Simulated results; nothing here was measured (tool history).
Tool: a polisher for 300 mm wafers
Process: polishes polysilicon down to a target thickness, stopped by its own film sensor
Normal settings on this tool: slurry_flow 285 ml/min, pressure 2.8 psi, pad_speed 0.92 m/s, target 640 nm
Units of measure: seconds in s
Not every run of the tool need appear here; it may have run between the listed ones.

run	hour	slurry_flow	pressure	pad_speed	target	incoming thickness of the incoming film, nm	seconds
1	0	285	2.8	0.92	584	1220.4	112.3
2	12.3	285	2.8	0.92	584	1240.5	116.3
3	26.2	285	2.8	0.92	640	1230.3	104.6
4	41	285	2.8	0.92	640	1241.8	106.3
5	47.7	285	2.8	0.92	640	1229.7	105.3
6	62.6	285	2.8	0.92	640	1237.2	108.1
7	74.5	285	2.8	0.7	640	1211	134.1
8	89.3	285	2.8	0.7	640	1234	140.8
# hour 93.2: head pressure recalibrated
# hour 97.8: slurry nozzle cleaned
# hour 98.5: worn pad replaced by a new one
9	103.1	285	2.8	1.02	640	1231.3	87.7
10	114.2	250	2	0.92	715	1223.8	112.5
11	131.3	195	2.8	0.92	640	1236.6	105.6
12	140.1	285	2.8	0.92	640	1228.4	98.6
13	146.9	285	2.8	0.92	640	1212.5	95.2
14	155.1	220	2.8	0.92	640	1239.6	104.5
15	163.5	285	2.8	0.92	640	1225.2	99
16	180.6	230	2.8	1.12	527	1220.8	101.4
17	188.9	245	2.8	0.82	533	1213.6	132.6

Table of differences, measured result less the result of that run with no hidden state. Run-to-run variation is the same in both. Gauge scatter possibly is not:
The tool's hidden condition here consists of: removal rate lost through wear of the pad, %; slurry flow missing at the pad, %; deviation of the head's pressure from its setpoint, %.
run	seconds
1	+7.8
2	+8.3
3	+7.9
4	+8.5
5	+8.7
6	+9.5
7	+12.6
8	+14.2
9	+0.5
10	+1.1
11	+2.1
12	+1.8
13	+2.1
14	+3.2
15	+2.9
16	+4.4
17	+6.2
